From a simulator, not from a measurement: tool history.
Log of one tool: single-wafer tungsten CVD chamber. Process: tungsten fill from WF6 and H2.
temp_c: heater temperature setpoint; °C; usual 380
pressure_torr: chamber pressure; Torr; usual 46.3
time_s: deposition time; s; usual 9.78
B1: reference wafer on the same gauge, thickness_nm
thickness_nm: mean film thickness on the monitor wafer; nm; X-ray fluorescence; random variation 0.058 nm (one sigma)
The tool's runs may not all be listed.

run 1 hour=0 | temp_c=380 pressure_torr=41.5 time_s=9.78 | B1=17.003 | thickness_nm=19.118
run 2 hour=30 | temp_c=380 pressure_torr=41.5 time_s=9.78 | B1=17.008 | thickness_nm=19.046
run 3 hour=54.4 | temp_c=380 pressure_torr=41.5 time_s=9.78 | B1=17.009 | thickness_nm=18.994
run 4 hour=81.4 | temp_c=380 pressure_torr=53.5 time_s=9.78 | B1=16.994 | thickness_nm=21.111
-- hour=110.3 thermocouple changed; heater temperature recalibrated
run 5 hour=110.8 | temp_c=380 pressure_torr=53.5 time_s=9.78 | B1=16.993 | thickness_nm=22.315
run 6 hour=137 | temp_c=380 pressure_torr=53.5 time_s=9.78 | B1=17.017 | thickness_nm=22.35
-- hour=152.4 showerhead replaced, of another model than before
run 7 hour=154.7 | temp_c=380 pressure_torr=46.3 time_s=9.78 | B1=17.001 | thickness_nm=20.886
-- hour=157.9 gauge calibrated
run 8 hour=179 | temp_c=394 pressure_torr=35.2 time_s=11.56 | B1=16.985 | thickness_nm=31.915
run 9 hour=203.9 | temp_c=373 pressure_torr=46.3 time_s=8.6 | B1=17.008 | thickness_nm=15.535
run 10 hour=232.1 | temp_c=370 pressure_torr=46.3 time_s=9.78 | B1=16.994 | thickness_nm=16.446
run 11 hour=246.4 | temp_c=380 pressure_torr=46.3 time_s=9.78 | B1=17.003 | thickness_nm=20.838
-- hour=282.2 capacitance manometer re-zeroed and calibrated
run 12 hour=282.7 | temp_c=366 pressure_torr=37.6 time_s=11.36 | B1=16.998 | thickness_nm=16.531
run 13 hour=307.4 | temp_c=380 pressure_torr=41.4 time_s=8.08 | B1=17.007 | thickness_nm=16.773
run 14 hour=341.2 | temp_c=390 pressure_torr=42.4 time_s=10.88 | B1=16.983 | thickness_nm=28.294
run 15 hour=358.3 | temp_c=376 pressure_torr=49.6 time_s=9.78 | B1=16.996 | thickness_nm=19.082

Forecast each of these 3 alternatives for the next run:
run A hour=358.7 | temp_c=380 pressure_torr=46.3 time_s=9.78 | B1=? | thickness_nm=?
run B hour=358.7 | temp_c=372 pressure_torr=46.3 time_s=10.4 | B1=? | thickness_nm=?
run C hour=358.7 | temp_c=380 pressure_torr=50.2 time_s=9.78 | B1=? | thickness_nm=?

run=A B1=17.014 thickness_nm=20.734
run=B B1=17.014 thickness_nm=18.251
run=C B1=17.014 thickness_nm=21.114
Without the tool's hidden state the same runs would have given:
run=A thickness_nm=21.113
run=B thickness_nm=18.595
run=C thickness_nm=21.501

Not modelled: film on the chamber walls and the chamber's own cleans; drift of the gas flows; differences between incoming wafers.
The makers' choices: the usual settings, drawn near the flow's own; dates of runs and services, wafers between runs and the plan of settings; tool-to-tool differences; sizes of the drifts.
